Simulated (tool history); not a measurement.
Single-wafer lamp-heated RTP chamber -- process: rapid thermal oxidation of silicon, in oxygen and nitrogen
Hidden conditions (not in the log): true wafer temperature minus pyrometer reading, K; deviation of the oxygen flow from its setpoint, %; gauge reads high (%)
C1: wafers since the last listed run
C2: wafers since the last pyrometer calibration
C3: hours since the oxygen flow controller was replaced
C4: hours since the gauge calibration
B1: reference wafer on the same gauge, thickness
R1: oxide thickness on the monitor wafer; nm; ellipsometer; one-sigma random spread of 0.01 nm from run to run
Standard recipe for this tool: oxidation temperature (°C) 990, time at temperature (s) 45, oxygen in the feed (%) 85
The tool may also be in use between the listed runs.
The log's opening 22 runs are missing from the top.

{"run": 23, "hour": 1371.1, "oxidation temperature (°C)": 970, "time at temperature (s)": 36, "oxygen in the feed (%)": 76, "C1": 168, "C2": 2767, "C3": 416.7, "C4": 2269.0, "B1": 5.672, "R1": 3.696}
{"run": 24, "hour": 1425.8, "oxidation temperature (°C)": 1009, "time at temperature (s)": 45, "oxygen in the feed (%)": 85, "C1": 363, "C2": 3130, "C3": 471.4, "C4": 2323.7, "B1": 5.666, "R1": 5.495}
{"run": 25, "hour": 1469.9, "oxidation temperature (°C)": 990, "time at temperature (s)": 30, "oxygen in the feed (%)": 85, "C1": 292, "C2": 3423, "C3": 515.5, "C4": 2367.8, "B1": 5.668, "R1": 4.069}
{"run": 26, "hour": 1512.7, "oxidation temperature (°C)": 1018, "time at temperature (s)": 55, "oxygen in the feed (%)": 98, "C1": 284, "C2": 3708, "C3": 558.3, "C4": 2410.6, "B1": 5.665, "R1": 6.723}
{"run": 27, "hour": 1549.0, "oxidation temperature (°C)": 971, "time at temperature (s)": 45, "oxygen in the feed (%)": 61, "C1": 241, "C2": 3949, "C3": 594.6, "C4": 2446.9, "B1": 5.667, "R1": 3.804}
{"run": 28, "hour": 1573.9, "oxidation temperature (°C)": 990, "time at temperature (s)": 45, "oxygen in the feed (%)": 74, "C1": 165, "C2": 4114, "C3": 619.5, "C4": 2471.8, "B1": 5.665, "R1": 4.587}
{"hour": 1626.5, "done": "gauge calibrated"}
{"run": 29, "hour": 1631.3, "oxidation temperature (°C)": 990, "time at temperature (s)": 45, "oxygen in the feed (%)": 85, "C1": 381, "C2": 4495, "C3": 676.9, "C4": 4.8, "B1": 5.67, "R1": 4.787}
{"run": 30, "hour": 1770.5, "oxidation temperature (°C)": 990, "time at temperature (s)": 56, "oxygen in the feed (%)": 98, "C1": 924, "C2": 5420, "C3": 816.1, "C4": 144.0, "B1": 5.669, "R1": 5.504}
{"run": 31, "hour": 1836.7, "oxidation temperature (°C)": 990, "time at temperature (s)": 45, "oxygen in the feed (%)": 85, "C1": 439, "C2": 5860, "C3": 882.3, "C4": 210.2, "B1": 5.672, "R1": 4.79}
{"run": 32, "hour": 1875.8, "oxidation temperature (°C)": 990, "time at temperature (s)": 45, "oxygen in the feed (%)": 85, "C1": 259, "C2": 6119, "C3": 921.4, "C4": 249.3, "B1": 5.669, "R1": 4.81}
{"run": 33, "hour": 1914.3, "oxidation temperature (°C)": 990, "time at temperature (s)": 26, "oxygen in the feed (%)": 61, "C1": 255, "C2": 6375, "C3": 959.9, "C4": 287.8, "B1": 5.671, "R1": 3.504}
{"run": 34, "hour": 1946.1, "oxidation temperature (°C)": 990, "time at temperature (s)": 45, "oxygen in the feed (%)": 85, "C1": 211, "C2": 6586, "C3": 991.7, "C4": 319.6, "B1": 5.668, "R1": 4.795}
{"run": 35, "hour": 1987.1, "oxidation temperature (°C)": 990, "time at temperature (s)": 45, "oxygen in the feed (%)": 85, "C1": 272, "C2": 6859, "C3": 1032.7, "C4": 360.6, "B1": 5.673, "R1": 4.793}
{"run": 36, "hour": 2035.3, "oxidation temperature (°C)": 990, "time at temperature (s)": 27, "oxygen in the feed (%)": 59, "C1": 320, "C2": 7179, "C3": 1080.9, "C4": 408.8, "B1": 5.668, "R1": 3.515}
{"run": 37, "hour": 2068.3, "oxidation temperature (°C)": 981, "time at temperature (s)": 66, "oxygen in the feed (%)": 85, "C1": 219, "C2": 7398, "C3": 1113.9, "C4": 441.8, "B1": 5.67, "R1": 5.302}

Below are 5 alternative next runs, each starting from the tool's condition after run 37. Predict each:
{"run": "A", "hour": 2068.8, "oxidation temperature (°C)": 990, "time at temperature (s)": 45, "oxygen in the feed (%)": 85, "C1": 3, "C2": 7401, "C3": 1114.4, "C4": 442.3, "B1": "?", "R1": "?"}
{"run": "B", "hour": 2068.8, "oxidation temperature (°C)": 990, "time at temperature (s)": 32, "oxygen in the feed (%)": 85, "C1": 3, "C2": 7401, "C3": 1114.4, "C4": 442.3, "B1": "?", "R1": "?"}
{"run": "C", "hour": 2068.8, "oxidation temperature (°C)": 990, "time at temperature (s)": 45, "oxygen in the feed (%)": 76, "C1": 3, "C2": 7401, "C3": 1114.4, "C4": 442.3, "B1": "?", "R1": "?"}
{"run": "D", "hour": 2068.8, "oxidation temperature (°C)": 980, "time at temperature (s)": 30, "oxygen in the feed (%)": 65, "C1": 3, "C2": 7401, "C3": 1114.4, "C4": 442.3, "B1": "?", "R1": "?"}
{"run": "E", "hour": 2068.8, "oxidation temperature (°C)": 971, "time at temperature (s)": 60, "oxygen in the feed (%)": 75, "C1": 3, "C2": 7401, "C3": 1114.4, "C4": 442.3, "B1": "?", "R1": "?"}

run=A B1=5.672 R1=4.794
run=B B1=5.672 R1=4.174
run=C B1=5.672 R1=4.621
run=D B1=5.672 R1=3.531
run=E B1=5.672 R1=4.534
Take away the tool's hidden state, keep each run's random variation, and the runs would have read:
run=A R1=4.794
run=B R1=4.174
run=C R1=4.621
run=D R1=3.531
run=E R1=4.534

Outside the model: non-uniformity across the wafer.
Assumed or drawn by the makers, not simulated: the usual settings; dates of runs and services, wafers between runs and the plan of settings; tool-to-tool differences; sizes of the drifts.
